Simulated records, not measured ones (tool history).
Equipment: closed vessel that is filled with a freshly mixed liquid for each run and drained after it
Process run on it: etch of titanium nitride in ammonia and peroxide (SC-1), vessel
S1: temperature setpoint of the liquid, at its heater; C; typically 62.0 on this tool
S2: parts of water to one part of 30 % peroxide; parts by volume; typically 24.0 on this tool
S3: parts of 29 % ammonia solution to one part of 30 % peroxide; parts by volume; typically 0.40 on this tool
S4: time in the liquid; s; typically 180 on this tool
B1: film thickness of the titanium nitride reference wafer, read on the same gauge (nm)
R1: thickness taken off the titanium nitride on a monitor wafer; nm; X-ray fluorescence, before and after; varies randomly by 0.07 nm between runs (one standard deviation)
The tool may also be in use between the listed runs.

run 1 day=0.000 | S1=62.0 S2=16.0 S3=0.40 S4=180 | B1=39.98 | R1=17.97
run 2 day=2.858 | S1=62.0 S2=24.0 S3=0.40 S4=180 | B1=39.99 | R1=14.39
run 3 day=5.438 | S1=62.0 S2=24.0 S3=0.40 S4=180 | B1=40.02 | R1=14.38
run 4 day=7.442 | S1=62.0 S2=24.0 S3=0.40 S4=180 | B1=39.98 | R1=14.32
run 5 day=10.538 | S1=62.0 S2=24.0 S3=0.40 S4=180 | B1=39.98 | R1=14.15
run 6 day=12.429 | S1=65.5 S2=24.0 S3=0.40 S4=180 | B1=40.01 | R1=17.83
run 7 day=15.558 | S1=65.5 S2=24.0 S3=0.40 S4=180 | B1=40.01 | R1=17.85
run 8 day=18.412 | S1=62.0 S2=31.0 S3=0.40 S4=110 | B1=39.99 | R1=7.56
-- day=19.258 thermometer replaced
-- day=19.550 gauge calibrated
run 9 day=21.317 | S1=62.0 S2=24.0 S3=0.50 S4=110 | B1=40.02 | R1=9.07
-- day=22.388 new drum of ammonia solution connected
run 10 day=23.608 | S1=62.0 S2=24.0 S3=0.40 S4=100 | B1=40.01 | R1=8.12
-- day=24.983 ammonia flow meter replaced
run 11 day=25.262 | S1=62.0 S2=31.0 S3=0.40 S4=110 | B1=39.99 | R1=7.49
run 12 day=27.088 | S1=62.0 S2=33.5 S3=0.55 S4=180 | B1=40.00 | R1=12.38
run 13 day=30.762 | S1=62.0 S2=35.5 S3=0.55 S4=180 | B1=40.02 | R1=11.98
run 14 day=34.225 | S1=70.0 S2=34.0 S3=0.30 S4=235 | B1=40.02 | R1=23.56
run 15 day=38.642 | S1=56.5 S2=16.0 S3=0.40 S4=180 | B1=39.98 | R1=12.34
run 16 day=41.325 | S1=62.0 S2=24.0 S3=0.40 S4=180 | B1=40.01 | R1=14.17
run 17 day=43.642 | S1=59.0 S2=30.5 S3=0.40 S4=225 | B1=40.01 | R1=12.74
run 18 day=48.133 | S1=62.0 S2=30.5 S3=0.25 S4=100 | B1=40.01 | R1=6.21
run 19 day=52.238 | S1=62.0 S2=28.0 S3=0.55 S4=225 | B1=40.02 | R1=17.14
run 20 day=55.779 | S1=62.0 S2=24.0 S3=0.40 S4=75 | B1=40.02 | R1=5.88
run 21 day=59.204 | S1=62.0 S2=24.0 S3=0.40 S4=180 | B1=40.01 | R1=14.01
-- day=59.442 new drum of ammonia solution connected
run 22 day=62.258 | S1=62.0 S2=24.0 S3=0.25 S4=180 | B1=40.01 | R1=13.19
run 23 day=66.050 | S1=62.0 S2=30.5 S3=0.25 S4=275 | B1=40.02 | R1=17.48
run 24 day=70.254 | S1=68.5 S2=24.0 S3=0.40 S4=180 | B1=39.96 | R1=21.61
run 25 day=72.162 | S1=62.0 S2=24.0 S3=0.40 S4=150 | B1=39.97 | R1=12.03
run 26 day=76.129 | S1=62.0 S2=24.0 S3=0.40 S4=180 | B1=39.99 | R1=14.22
run 27 day=80.258 | S1=62.0 S2=24.0 S3=0.40 S4=255 | B1=40.01 | R1=20.11
run 28 day=84.275 | S1=62.0 S2=24.0 S3=0.20 S4=265 | B1=39.99 | R1=18.16

What the log doesn't show, run by run:
liquid colder than its thermometer reads (K): 0 on each run
gauge reads high (%): 0 on each run
H1: ammonia flow above the setpoint (%)
H2: ammonia solution weaker than its label (%)
run=1 H1=7.39 H2=4.71
run=2 H1=7.94 H2=5.68
run=3 H1=8.44 H2=6.56
run=4 H1=8.82 H2=7.25
run=5 H1=9.42 H2=8.3
run=6 H1=9.78 H2=8.95
run=7 H1=10.4 H2=10
run=8 H1=10.9 H2=11
run=9 H1=11.5 H2=12
run=10 H1=11.9 H2=1.45
run=11 H1=1.23 H2=2.02
run=12 H1=1.58 H2=2.64
run=13 H1=2.29 H2=3.9
run=14 H1=2.95 H2=5.08
run=15 H1=3.8 H2=6.59
run=16 H1=4.32 H2=7.5
run=17 H1=4.77 H2=8.29
run=18 H1=5.63 H2=9.83
run=19 H1=6.42 H2=11.2
run=20 H1=7.1 H2=12.4
run=21 H1=7.76 H2=13.6
run=22 H1=8.35 H2=2.09
run=23 H1=9.08 H2=3.38
run=24 H1=9.89 H2=4.82
run=25 H1=10.3 H2=5.47
run=26 H1=11 H2=6.83
run=27 H1=11.8 H2=8.24
run=28 H1=12.6 H2=9.61
